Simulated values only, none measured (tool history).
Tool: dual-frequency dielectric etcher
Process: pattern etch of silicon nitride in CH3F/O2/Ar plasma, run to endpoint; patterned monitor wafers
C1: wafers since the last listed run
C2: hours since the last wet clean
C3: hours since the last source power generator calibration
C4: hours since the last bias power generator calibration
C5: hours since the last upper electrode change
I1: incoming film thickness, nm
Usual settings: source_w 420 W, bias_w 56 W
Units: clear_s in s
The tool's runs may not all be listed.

run 1 day=0 | source_w=420 bias_w=56 | C1=0 C2=258.9 C3=1268.6 C4=2686.1 C5=3050.6 | I1=61.1 | clear_s=93.6
run 2 day=0.583 | source_w=420 bias_w=56 | C1=101 C2=272.9 C3=1282.6 C4=2700.1 C5=3064.6 | I1=60.9 | clear_s=93.7
run 3 day=1.488 | source_w=420 bias_w=56 | C1=157 C2=294.6 C3=1304.3 C4=2721.8 C5=3086.3 | I1=60.8 | clear_s=93.5
run 4 day=2.983 | source_w=420 bias_w=56 | C1=260 C2=330.5 C3=1340.2 C4=2757.7 C5=3122.2 | I1=60.7 | clear_s=92.9
run 5 day=4.383 | source_w=420 bias_w=56 | C1=243 C2=364.1 C3=1373.8 C4=2791.3 C5=3155.8 | I1=61.2 | clear_s=93.4
run 6 day=5.508 | source_w=470 bias_w=56 | C1=195 C2=391.1 C3=1400.8 C4=2818.3 C5=3182.8 | I1=60.6 | clear_s=87.6
-- day=7.133 wet clean of the chamber
run 7 day=7.154 | source_w=420 bias_w=56 | C1=112 C2=0.5 C3=1440.3 C4=2857.8 C5=3222.3 | I1=60.8 | clear_s=99.1
run 8 day=7.467 | source_w=420 bias_w=56 | C1=54 C2=8 C3=1447.8 C4=2865.3 C5=3229.8 | I1=60.7 | clear_s=99.6
run 9 day=8.879 | source_w=380 bias_w=56 | C1=245 C2=41.9 C3=1481.7 C4=2899.2 C5=3263.7 | I1=61 | clear_s=103.8
run 10 day=9.958 | source_w=420 bias_w=61 | C1=187 C2=67.8 C3=1507.6 C4=2925.1 C5=3289.6 | I1=61 | clear_s=96.6
run 11 day=11.238 | source_w=420 bias_w=61 | C1=222 C2=98.5 C3=1538.3 C4=2955.8 C5=3320.3 | I1=60.8 | clear_s=96.4
run 12 day=12.642 | source_w=420 bias_w=61 | C1=244 C2=132.2 C3=1572 C4=2989.5 C5=3354 | I1=61.3 | clear_s=96.7
run 13 day=13.346 | source_w=350 bias_w=48 | C1=122 C2=149.1 C3=1588.9 C4=3006.4 C5=3370.9 | I1=60.8 | clear_s=109.4
run 14 day=14.292 | source_w=480 bias_w=46 | C1=164 C2=171.8 C3=1611.6 C4=3029.1 C5=3393.6 | I1=61.4 | clear_s=94.1
run 15 day=15.146 | source_w=420 bias_w=56 | C1=148 C2=192.3 C3=1632.1 C4=3049.6 C5=3414.1 | I1=61.5 | clear_s=97.6
run 16 day=16.088 | source_w=420 bias_w=56 | C1=163 C2=214.9 C3=1654.7 C4=3072.2 C5=3436.7 | I1=60.4 | clear_s=95.1
run 17 day=17.179 | source_w=380 bias_w=62 | C1=189 C2=241.1 C3=1680.9 C4=3098.4 C5=3462.9 | I1=61.2 | clear_s=100.2
run 18 day=17.767 | source_w=420 bias_w=56 | C1=102 C2=255.2 C3=1695 C4=3112.5 C5=3477 | I1=60.4 | clear_s=95.2
run 19 day=18.508 | source_w=330 bias_w=65 | C1=129 C2=273 C3=1712.8 C4=3130.3 C5=3494.8 | I1=60.9 | clear_s=104.9
-- day=22.071 bias power generator calibrated
run 20 day=22.267 | source_w=490 bias_w=67 | C1=624 C2=363.2 C3=1803 C4=4.7 C5=3585 | I1=60.9 | clear_s=84.7
-- day=23.992 source power generator calibrated
-- day=24.533 upper electrode replaced, of another model than before
run 21 day=24.554 | source_w=360 bias_w=56 | C1=274 C2=418.1 C3=13.5 C4=59.6 C5=0.5 | I1=60.9 | clear_s=97.9
-- day=25.746 wet clean of the chamber
run 22 day=25.767 | source_w=420 bias_w=56 | C1=36 C2=0.5 C3=42.6 C4=88.7 C5=29.6 | I1=60.2 | clear_s=97.6
run 23 day=26.417 | source_w=420 bias_w=56 | C1=113 C2=16.1 C3=58.2 C4=104.3 C5=45.2 | I1=61 | clear_s=99.9
run 24 day=27.658 | source_w=350 bias_w=68 | C1=216 C2=45.9 C3=88 C4=134.1 C5=75 | I1=61 | clear_s=102.1
run 25 day=28.671 | source_w=500 bias_w=63 | C1=176 C2=70.2 C3=112.3 C4=158.4 C5=99.3 | I1=61 | clear_s=91.7
run 26 day=29.438 | source_w=330 bias_w=56 | C1=133 C2=88.6 C3=130.7 C4=176.8 C5=117.7 | I1=60.1 | clear_s=103.5
run 27 day=30.562 | source_w=420 bias_w=56 | C1=195 C2=115.6 C3=157.7 C4=203.8 C5=144.7 | I1=60.6 | clear_s=97.2
run 28 day=31.733 | source_w=510 bias_w=45 | C1=203 C2=143.7 C3=185.8 C4=231.9 C5=172.8 | I1=61 | clear_s=94.3
run 29 day=32.733 | source_w=520 bias_w=46 | C1=174 C2=167.7 C3=209.8 C4=255.9 C5=196.8 | I1=61.2 | clear_s=93.8

Hidden state at the last listed run before each entry between runs and at the first one after, where it differs:
Between runs 6 and 7: wet clean of the chamber (day 7.133)
  etch rate over this chamber's usual, %: 6.01 -> -1.01
  measured less the result without the state, clear_s: -5.2 -> +1 s
Between runs 19 and 20: bias power generator calibrated (day 22.071)
  etch rate over this chamber's usual, %: 2.62 -> 3.82
  measured less the result without the state, clear_s: -2.7 -> -3.2 s
Between runs 20 and 21: source power generator calibrated (day 23.992); upper electrode replaced, of another model than before (day 24.533)
  etch rate over this chamber's usual, %: 3.82 -> 4.55
  measured less the result without the state, clear_s: -3.2 -> -4.5 s
Between runs 21 and 22: wet clean of the chamber (day 25.746)
  etch rate over this chamber's usual, %: 4.55 -> -1.13
  measured less the result without the state, clear_s: -4.5 -> +1.1 s
